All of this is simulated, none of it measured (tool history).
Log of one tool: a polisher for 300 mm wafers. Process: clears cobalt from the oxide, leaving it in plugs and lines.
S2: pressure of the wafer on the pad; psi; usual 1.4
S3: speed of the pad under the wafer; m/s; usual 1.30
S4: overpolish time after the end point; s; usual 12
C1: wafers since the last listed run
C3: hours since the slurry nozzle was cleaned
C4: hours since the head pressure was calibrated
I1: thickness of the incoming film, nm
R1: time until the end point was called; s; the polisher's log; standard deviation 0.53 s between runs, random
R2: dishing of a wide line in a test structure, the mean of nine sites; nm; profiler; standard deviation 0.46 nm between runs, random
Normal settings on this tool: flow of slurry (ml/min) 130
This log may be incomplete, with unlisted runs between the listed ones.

Run 1, hour 0.0: usual settings but S2 1.7 psi; C1 0; wafers polished on this pad 357; C3 676.7; C4 511.0; I1 239.1. Result: R1 45.6 s, R2 24.5 nm.
Run 2, hour 7.3: usual settings but S2 1.7 psi; C1 46; wafers polished on this pad 403; C3 684.0; C4 518.3; I1 241.6. Result: R1 46.8 s, R2 24.7 nm.
Run 3, hour 24.0: usual settings; C1 105; wafers polished on this pad 508; C3 700.7; C4 535.0; I1 242.1. Result: R1 58.1 s, R2 24.0 nm.
Run 4, hour 38.2: usual settings; C1 89; wafers polished on this pad 598; C3 714.9; C4 549.2; I1 237.5. Result: R1 58.4 s, R2 23.4 nm.
Run 5, hour 48.9: usual settings; C1 67; wafers polished on this pad 666; C3 725.6; C4 559.9; I1 241.5. Result: R1 59.5 s, R2 23.0 nm.
Run 6, hour 65.9: usual settings; C1 107; wafers polished on this pad 773; C3 742.6; C4 576.9; I1 237.2. Result: R1 59.4 s, R2 23.2 nm.
At hour 70.0: worn pad replaced by a new one.
Run 7, hour 79.3: usual settings; C1 59; wafers polished on this pad 58; C3 756.0; C4 590.3; I1 243.3. Result: R1 55.7 s, R2 24.8 nm.
Run 8, hour 89.0: usual settings; C1 61; wafers polished on this pad 120; C3 765.7; C4 600.0; I1 244.7. Result: R1 54.9 s, R2 24.2 nm.
Run 9, hour 103.0: usual settings; C1 88; wafers polished on this pad 208; C3 779.7; C4 614.0; I1 236.9. Result: R1 54.1 s, R2 23.6 nm.
Run 10, hour 120.1: usual settings; C1 107; wafers polished on this pad 316; C3 796.8; C4 631.1; I1 239.5. Result: R1 55.1 s, R2 23.5 nm.
Run 11, hour 135.0: usual settings but S2 1.7 psi, S3 1.50 m/s; C1 94; wafers polished on this pad 410; C3 811.7; C4 646.0; I1 240.6. Result: R1 41.2 s, R2 25.1 nm.
Run 12, hour 144.8: usual settings but flow of slurry (ml/min) 160, S2 1.5 psi; C1 61; wafers polished on this pad 472; C3 821.5; C4 655.8; I1 240.0. Result: R1 50.5 s, R2 23.9 nm.
Run 13, hour 155.0: usual settings but flow of slurry (ml/min) 175, S2 1.3 psi, S3 1.46 m/s, S4 18 s; C1 64; wafers polished on this pad 536; C3 831.7; C4 666.0; I1 240.6. Result: R1 52.6 s, R2 25.8 nm.
Run 14, hour 169.8: usual settings but flow of slurry (ml/min) 115, S2 1.1 psi, S3 1.44 m/s, S4 17 s; C1 93; wafers polished on this pad 630; C3 846.5; C4 680.8; I1 237.1. Result: R1 67.7 s, R2 23.7 nm.
Run 15, hour 184.8: usual settings but S2 1.2 psi, S4 17 s; C1 94; wafers polished on this pad 724; C3 861.5; C4 695.8; I1 239.1. Result: R1 68.5 s, R2 24.5 nm.
Run 16, hour 191.3: usual settings but flow of slurry (ml/min) 110, S2 1.0 psi; C1 41; wafers polished on this pad 765; C3 868.0; C4 702.3; I1 241.7. Result: R1 86.0 s, R2 20.3 nm.
At hour 192.7: slurry nozzle cleaned.
Run 17, hour 205.7: usual settings but flow of slurry (ml/min) 145, S4 6 s; C1 84; wafers polished on this pad 850; C3 13.0; C4 716.7; I1 236.6. Result: R1 58.3 s, R2 16.7 nm.
At hour 208.9: head pressure recalibrated.
At hour 216.5: worn pad replaced by a new one.
Run 18, hour 223.1: usual settings but flow of slurry (ml/min) 105, S2 1.1 psi, S3 1.50 m/s; C1 71; wafers polished on this pad 41; C3 30.4; C4 14.2; I1 238.5. Result: R1 64.8 s, R2 22.5 nm.
Run 19, hour 233.3: usual settings but S2 1.2 psi, S4 9 s; C1 64; wafers polished on this pad 106; C3 40.6; C4 24.4; I1 236.6. Result: R1 63.0 s, R2 20.3 nm.
Run 20, hour 243.3: usual settings; C1 63; wafers polished on this pad 169; C3 50.6; C4 34.4; I1 237.3. Result: R1 53.4 s, R2 24.2 nm.
Run 21, hour 253.8: usual settings; C1 66; wafers polished on this pad 235; C3 61.1; C4 44.9; I1 237.7. Result: R1 54.1 s, R2 24.7 nm.
Run 22, hour 263.9: usual settings but flow of slurry (ml/min) 175, S2 1.6 psi; C1 63; wafers polished on this pad 299; C3 71.2; C4 55.0; I1 244.5. Result: R1 47.5 s, R2 24.6 nm.
Run 23, hour 272.1: usual settings but S2 1.0 psi; C1 51; wafers polished on this pad 350; C3 79.4; C4 63.2; I1 239.5. Result: R1 77.2 s, R2 20.1 nm.
Run 24, hour 284.7: usual settings; C1 79; wafers polished on this pad 430; C3 92.0; C4 75.8; I1 241.2. Result: R1 56.4 s, R2 23.6 nm.
Run 25, hour 300.2: usual settings but flow of slurry (ml/min) 145, S4 18 s; C1 97; wafers polished on this pad 528; C3 107.5; C4 91.3; I1 242.3. Result: R1 56.0 s, R2 25.3 nm.

Predict each of these 5 candidate next runs independently; none follows another, all start after run 25:
Run A, hour 300.6: usual settings but S3 1.66 m/s; C1 2; wafers polished on this pad 530; C3 107.9; C4 91.7; I1 242.3. Result: R1 ?, R2 ?.
Run B, hour 300.6: usual settings but flow of slurry (ml/min) 175, S4 17 s; C1 2; wafers polished on this pad 530; C3 107.9; C4 91.7; I1 242.3. Result: R1 ?, R2 ?.
Run C, hour 300.6: usual settings but S3 1.12 m/s; C1 2; wafers polished on this pad 530; C3 107.9; C4 91.7; I1 242.3. Result: R1 ?, R2 ?.
Run D, hour 300.6: usual settings but flow of slurry (ml/min) 160; C1 2; wafers polished on this pad 530; C3 107.9; C4 91.7; I1 242.3. Result: R1 ?, R2 ?.
Run E, hour 300.6: usual settings but S2 1.2 psi; C1 2; wafers polished on this pad 530; C3 107.9; C4 91.7; I1 242.3. Result: R1 ?, R2 ?.

run    R1    R2
  A  46.9  24.7
  B  53.7  25.8
  C  62.2  22.8
  D  54.3  23.8
  E  65.5  22.4
Take away the tool's hidden state, keep each run's random variation, and the runs would have read:
run    R1    R2
  A  45.0  24.9
  B  51.4  26.0
  C  59.7  23.1
  D  52.1  24.1
  E  62.8  22.8
